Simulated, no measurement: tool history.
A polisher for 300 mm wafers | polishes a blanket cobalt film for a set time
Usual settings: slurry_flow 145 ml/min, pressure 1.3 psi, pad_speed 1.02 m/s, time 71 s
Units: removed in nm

run	hour	slurry_flow	pressure	pad_speed	time	wafers since the last listed run	wafers polished on this pad	hours since the slurry nozzle was cleaned	hours since the head pressure was calibrated	incoming thickness of the incoming film, nm	removed
1	0	145	1.3	1.02	71	0	969	665.1	476.1	1046.7	189.5
# hour 9.6: worn pad replaced by a new one
2	15.2	145	1.3	1.02	71	175	88	680.3	491.3	1064.5	185.3
3	25.7	145	1.3	1.02	52	164	253	690.8	501.8	1060	137.5
4	34.5	145	1	1.02	71	138	391	699.6	510.6	1052.1	146.8
5	50.9	145	1	1.02	71	257	648	716	527	1043.8	147.1
6	62.8	145	1.3	1.02	71	186	835	727.9	538.9	1063.4	183
# hour 78.8: worn pad replaced by a new one
7	79.3	145	1.3	1.02	71	196	8	744.4	555.4	1082.3	187.6
8	90.2	145	1.3	1.02	71	171	179	755.3	566.3	1071.6	182.2
9	104.6	145	1.3	1.02	71	226	405	769.7	580.7	1070.8	185.1
10	112.9	145	1.3	1.02	71	130	535	778	589	1063.9	179
11	126.5	145	1.3	1.02	71	213	749	791.6	602.6	1063.9	177.6
12	135.6	145	1.3	1.02	71	142	892	800.7	611.7	1062.9	181.9
13	152	145	1.3	1.02	71	257	1149	817.1	628.1	1051.4	184.3
# hour 160: worn pad replaced by a new one
14	160.4	145	1.3	0.94	85	69	6	825.5	636.5	1067.7	198.3
15	167.1	145	1.3	0.94	85	105	111	832.2	643.2	1064.9	198.3
16	202.6	145	1.3	0.94	85	557	668	867.7	678.7	1044.9	193.3
17	210.4	115	1.3	1.02	71	122	791	875.5	686.5	1068.6	173.3
# hour 219.4: slurry nozzle cleaned
18	221	105	1.6	1.02	71	150	942	1.6	697.1	1054.5	202.8
19	228.3	120	1.3	1.28	71	114	1056	8.9	704.4	1055.5	209.8
# hour 232.5: worn pad replaced by a new one
# hour 237.3: head pressure recalibrated
20	237.8	145	1.3	1.02	71	54	51	18.4	0.5	1069.8	198.1
21	246.6	145	1.3	1.02	71	138	189	27.2	9.3	1060.5	197.2
22	277.9	145	1.5	1.3	62	491	681	58.5	40.6	1065.9	250
23	291.7	145	1.3	1.02	71	216	897	72.3	54.4	1058.4	203.5
24	306	170	1.5	0.78	50	224	1122	86.6	68.7	1073.5	122.7
# hour 315.3: worn pad replaced by a new one
25	315.8	145	1.3	1.02	71	91	8	96.4	78.5	1052.1	194.2
26	321.1	125	1.3	1.02	85	83	91	101.7	83.8	1054.1	231.9
27	335.1	145	1.3	1.02	71	219	311	115.7	97.8	1058.7	198.6
28	349.1	145	1.3	1.32	71	219	531	129.7	111.8	1055.3	254.2
29	365	125	1.4	0.86	94	249	780	145.6	127.7	1061.8	231.8
30	373.3	195	1.2	1.26	96	130	911	153.9	136	1082.8	321.8
31	387.7	145	1.3	1.02	71	226	1137	168.3	150.4	1073	196
# hour 399.5: worn pad replaced by a new one
32	400	145	1.3	1.02	71	130	8	180.6	162.7	1079.6	199.3

What the log doesn't show, run by run:
removal rate lost through wear of the pad, %: 0 in every run
slurry flow missing at the pad, %: 0 in every run
H1: deviation of the head's pressure from its setpoint, %
run	H1
1	-4.85
2	-5.26
3	-5.55
4	-5.79
5	-6.27
6	-6.62
7	-7.12
8	-7.46
9	-7.92
10	-8.19
11	-8.64
12	-8.94
13	-9.51
14	-9.8
15	-10
16	-11.3
17	-11.6
18	-12
19	-12.3
20	0.886
21	0.883
22	0.84
23	0.803
24	0.755
25	0.715
26	0.691
27	0.62
28	0.539
29	0.433
30	0.372
31	0.258
32	0.151
